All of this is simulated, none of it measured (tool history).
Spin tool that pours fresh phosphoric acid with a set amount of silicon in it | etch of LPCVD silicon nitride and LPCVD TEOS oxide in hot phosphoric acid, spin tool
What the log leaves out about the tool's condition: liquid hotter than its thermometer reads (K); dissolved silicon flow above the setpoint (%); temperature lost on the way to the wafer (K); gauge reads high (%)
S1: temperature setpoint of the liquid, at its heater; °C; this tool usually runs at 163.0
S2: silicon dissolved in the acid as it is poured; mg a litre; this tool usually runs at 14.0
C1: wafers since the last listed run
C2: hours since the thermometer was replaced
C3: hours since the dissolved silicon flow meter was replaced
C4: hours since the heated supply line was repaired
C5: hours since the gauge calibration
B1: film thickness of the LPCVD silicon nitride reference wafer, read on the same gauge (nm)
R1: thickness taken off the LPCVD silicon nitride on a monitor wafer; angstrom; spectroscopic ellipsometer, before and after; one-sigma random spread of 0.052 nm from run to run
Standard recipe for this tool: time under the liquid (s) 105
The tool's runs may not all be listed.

{"run": 1, "hour": 0.0, "S1": 163.0, "S2": 9.0, "time under the liquid (s)": 105, "C1": 0, "C2": 2230.9, "C3": 1663.2, "C4": 3301.2, "C5": 526.8, "B1": 150.0, "R1": 88.1}
{"run": 2, "hour": 27.0, "S1": 163.0, "S2": 9.0, "time under the liquid (s)": 105, "C1": 357, "C2": 2257.9, "C3": 1690.2, "C4": 3328.2, "C5": 553.8, "B1": 150.0, "R1": 87.7}
{"run": 3, "hour": 43.7, "S1": 163.0, "S2": 18.5, "time under the liquid (s)": 145, "C1": 220, "C2": 2274.6, "C3": 1706.9, "C4": 3344.9, "C5": 570.5, "B1": 150.01, "R1": 120.2}
{"run": 4, "hour": 73.0, "S1": 163.0, "S2": 18.5, "time under the liquid (s)": 145, "C1": 387, "C2": 2303.9, "C3": 1736.2, "C4": 3374.2, "C5": 599.8, "B1": 149.98, "R1": 121.4}
{"hour": 85.4, "done": "dissolved silicon flow meter replaced"}
{"run": 5, "hour": 87.7, "S1": 163.0, "S2": 14.0, "time under the liquid (s)": 105, "C1": 181, "C2": 2318.6, "C3": 2.3, "C4": 3388.9, "C5": 614.5, "B1": 149.97, "R1": 87.3}
{"run": 6, "hour": 119.0, "S1": 163.0, "S2": 14.0, "time under the liquid (s)": 105, "C1": 413, "C2": 2349.9, "C3": 33.6, "C4": 3420.2, "C5": 645.8, "B1": 149.99, "R1": 87.6}
{"hour": 170.4, "done": "gauge calibrated"}
{"run": 7, "hour": 180.9, "S1": 164.5, "S2": 20.5, "time under the liquid (s)": 60, "C1": 818, "C2": 2411.8, "C3": 95.5, "C4": 3482.1, "C5": 10.5, "B1": 150.03, "R1": 52.5}
{"run": 8, "hour": 201.6, "S1": 161.0, "S2": 5.5, "time under the liquid (s)": 160, "C1": 273, "C2": 2432.5, "C3": 116.2, "C4": 3502.8, "C5": 31.2, "B1": 149.97, "R1": 123.4}
{"run": 9, "hour": 234.0, "S1": 163.0, "S2": 14.0, "time under the liquid (s)": 105, "C1": 428, "C2": 2464.9, "C3": 148.6, "C4": 3535.2, "C5": 63.6, "B1": 149.99, "R1": 87.5}
{"run": 10, "hour": 249.6, "S1": 163.0, "S2": 14.0, "time under the liquid (s)": 105, "C1": 206, "C2": 2480.5, "C3": 164.2, "C4": 3550.8, "C5": 79.2, "B1": 149.99, "R1": 86.8}
{"run": 11, "hour": 268.7, "S1": 162.0, "S2": 8.0, "time under the liquid (s)": 125, "C1": 252, "C2": 2499.6, "C3": 183.3, "C4": 3569.9, "C5": 98.3, "B1": 150.02, "R1": 100.5}
{"run": 12, "hour": 288.0, "S1": 163.0, "S2": 14.0, "time under the liquid (s)": 130, "C1": 255, "C2": 2518.9, "C3": 202.6, "C4": 3589.2, "C5": 117.6, "B1": 150.0, "R1": 106.9}
{"hour": 304.2, "done": "thermometer replaced"}
{"run": 13, "hour": 312.8, "S1": 161.0, "S2": 23.5, "time under the liquid (s)": 145, "C1": 314, "C2": 8.6, "C3": 227.4, "C4": 3614.0, "C5": 142.4, "B1": 150.02, "R1": 111.8}
{"run": 14, "hour": 347.6, "S1": 163.0, "S2": 14.0, "time under the liquid (s)": 105, "C1": 460, "C2": 43.4, "C3": 262.2, "C4": 3648.8, "C5": 177.2, "B1": 150.02, "R1": 85.8}
{"run": 15, "hour": 367.9, "S1": 163.0, "S2": 14.0, "time under the liquid (s)": 145, "C1": 268, "C2": 63.7, "C3": 282.5, "C4": 3669.1, "C5": 197.5, "B1": 150.03, "R1": 120.6}
{"hour": 372.4, "done": "heated supply line repaired"}
{"run": 16, "hour": 434.9, "S1": 161.5, "S2": 20.0, "time under the liquid (s)": 65, "C1": 872, "C2": 130.7, "C3": 349.5, "C4": 62.5, "C5": 264.5, "B1": 150.02, "R1": 57.6}
{"run": 17, "hour": 448.7, "S1": 160.5, "S2": 14.0, "time under the liquid (s)": 130, "C1": 182, "C2": 144.5, "C3": 363.3, "C4": 76.3, "C5": 278.3, "B1": 150.02, "R1": 112.1}
{"run": 18, "hour": 474.4, "S1": 166.0, "S2": 18.0, "time under the liquid (s)": 135, "C1": 339, "C2": 170.2, "C3": 389.0, "C4": 102.0, "C5": 304.0, "B1": 149.99, "R1": 140.2}
{"run": 19, "hour": 493.2, "S1": 163.0, "S2": 14.0, "time under the liquid (s)": 105, "C1": 248, "C2": 189.0, "C3": 407.8, "C4": 120.8, "C5": 322.8, "B1": 149.98, "R1": 98.8}
{"run": 20, "hour": 528.3, "S1": 163.0, "S2": 19.5, "time under the liquid (s)": 165, "C1": 464, "C2": 224.1, "C3": 442.9, "C4": 155.9, "C5": 357.9, "B1": 150.02, "R1": 154.5}
{"run": 21, "hour": 546.1, "S1": 163.0, "S2": 14.0, "time under the liquid (s)": 140, "C1": 235, "C2": 241.9, "C3": 460.7, "C4": 173.7, "C5": 375.7, "B1": 149.96, "R1": 131.2}
{"run": 22, "hour": 571.8, "S1": 163.0, "S2": 14.0, "time under the liquid (s)": 105, "C1": 339, "C2": 267.6, "C3": 486.4, "C4": 199.4, "C5": 401.4, "B1": 149.98, "R1": 98.0}

4 options for the next run, each taken on its own from the tool as it stands now. Forecast them:
{"run": "A", "hour": 572.2, "S1": 163.0, "S2": 14.0, "time under the liquid (s)": 105, "C1": 5, "C2": 268.0, "C3": 486.8, "C4": 199.8, "C5": 401.8, "B1": "?", "R1": "?"}
{"run": "B", "hour": 572.2, "S1": 161.5, "S2": 21.0, "time under the liquid (s)": 75, "C1": 5, "C2": 268.0, "C3": 486.8, "C4": 199.8, "C5": 401.8, "B1": "?", "R1": "?"}
{"run": "C", "hour": 572.2, "S1": 164.5, "S2": 20.5, "time under the liquid (s)": 160, "C1": 5, "C2": 268.0, "C3": 486.8, "C4": 199.8, "C5": 401.8, "B1": "?", "R1": "?"}
{"run": "D", "hour": 572.2, "S1": 166.0, "S2": 14.0, "time under the liquid (s)": 70, "C1": 5, "C2": 268.0, "C3": 486.8, "C4": 199.8, "C5": 401.8, "B1": "?", "R1": "?"}

run=A B1=150.02 R1=97.7
run=B B1=150.02 R1=66.4
run=C B1=150.02 R1=156.4
run=D B1=150.02 R1=71.9
Take away the tool's hidden state, keep each run's random variation, and the runs would have read:
run=A R1=98.6
run=B R1=67.0
run=C R1=157.9
run=D R1=72.5

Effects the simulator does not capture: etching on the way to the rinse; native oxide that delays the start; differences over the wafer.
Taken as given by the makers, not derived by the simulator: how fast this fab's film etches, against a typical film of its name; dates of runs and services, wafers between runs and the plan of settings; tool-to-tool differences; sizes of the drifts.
